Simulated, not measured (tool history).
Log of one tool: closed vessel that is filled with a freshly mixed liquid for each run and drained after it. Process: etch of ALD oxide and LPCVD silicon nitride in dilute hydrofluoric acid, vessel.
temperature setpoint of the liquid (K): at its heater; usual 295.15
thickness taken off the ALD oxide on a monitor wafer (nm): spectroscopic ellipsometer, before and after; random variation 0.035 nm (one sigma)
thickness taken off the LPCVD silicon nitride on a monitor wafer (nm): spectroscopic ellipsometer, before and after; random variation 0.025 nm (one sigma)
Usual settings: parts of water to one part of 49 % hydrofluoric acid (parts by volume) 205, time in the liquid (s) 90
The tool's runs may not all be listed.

run	day	temperature setpoint of the liquid (K)	parts of water to one part of 49 % hydrofluoric acid (parts by volume)	time in the liquid (s)	read-back film thickness of the ALD oxide reference wafer, read on the same gauge (nm)	read-back film thickness of the LPCVD silicon nitride reference wafer, read on the same gauge (nm)	thickness taken off the ALD oxide on a monitor wafer (nm)	thickness taken off the LPCVD silicon nitride on a monitor wafer (nm)
1	0.000	295.15	225	90	140.03	70.001	8.41	0.166
2	2.283	295.15	205	90	139.99	70.005	9.39	0.176
3	6.638	295.15	205	90	140.02	70.028	9.32	0.167
4	9.367	295.15	205	90	139.99	70.019	9.27	0.197
5	12.371	295.15	205	90	140.04	69.975	9.22	0.130
6	14.700	294.15	125	90	140.02	70.034	15.77	0.265
7	19.154	295.15	205	70	140.03	69.953	7.11	0.116
8	22.504	295.15	205	90	140.00	69.996	9.14	0.143
# day 25.438: thermometer replaced
9	25.596	295.15	205	90	140.00	69.972	9.39	0.187
10	29.088	295.15	205	90	139.96	70.016	9.38	0.204
# day 30.021: hydrofluoric acid flow meter replaced
# day 30.988: gauge calibrated
11	32.979	295.15	205	110	140.01	69.989	11.90	0.262
12	34.767	295.15	205	110	139.99	69.939	11.87	0.214
13	37.342	295.15	305	90	139.99	70.022	5.91	0.109
14	41.112	300.15	205	90	140.07	69.999	11.54	0.257
15	42.733	295.15	205	90	140.02	70.015	9.57	0.179
16	44.988	299.15	205	90	139.97	69.995	11.04	0.250
17	49.196	293.65	240	105	140.03	69.947	8.60	0.142
18	53.592	295.15	205	90	140.02	69.975	9.39	0.142
# day 54.867: thermometer replaced
19	59.746	295.15	205	90	140.01	70.016	9.65	0.226
20	62.554	299.65	110	90	140.01	69.941	23.71	0.475
21	64.638	296.65	140	120	140.02	69.970	21.18	0.347
22	66.896	299.65	110	90	139.98	70.019	23.44	0.458
23	68.604	299.15	245	90	139.99	69.965	8.79	0.149
24	70.967	298.65	290	90	140.01	70.015	6.91	0.167
25	74.254	295.15	205	90	139.98	69.987	9.35	0.166

Forecast run 26:
26	76.283	295.15	205	90	?	?	?	?

read-back film thickness of the ALD oxide reference wafer, read on the same gauge (nm): 139.97
read-back film thickness of the LPCVD silicon nitride reference wafer, read on the same gauge (nm): 69.977
thickness taken off the ALD oxide on a monitor wafer (nm): 9.36
thickness taken off the LPCVD silicon nitride on a monitor wafer (nm): 0.150
Without the tool's hidden state the same run would have given thickness taken off the ALD oxide on a monitor wafer (nm) 9.85, thickness taken off the LPCVD silicon nitride on a monitor wafer (nm) 0.161.
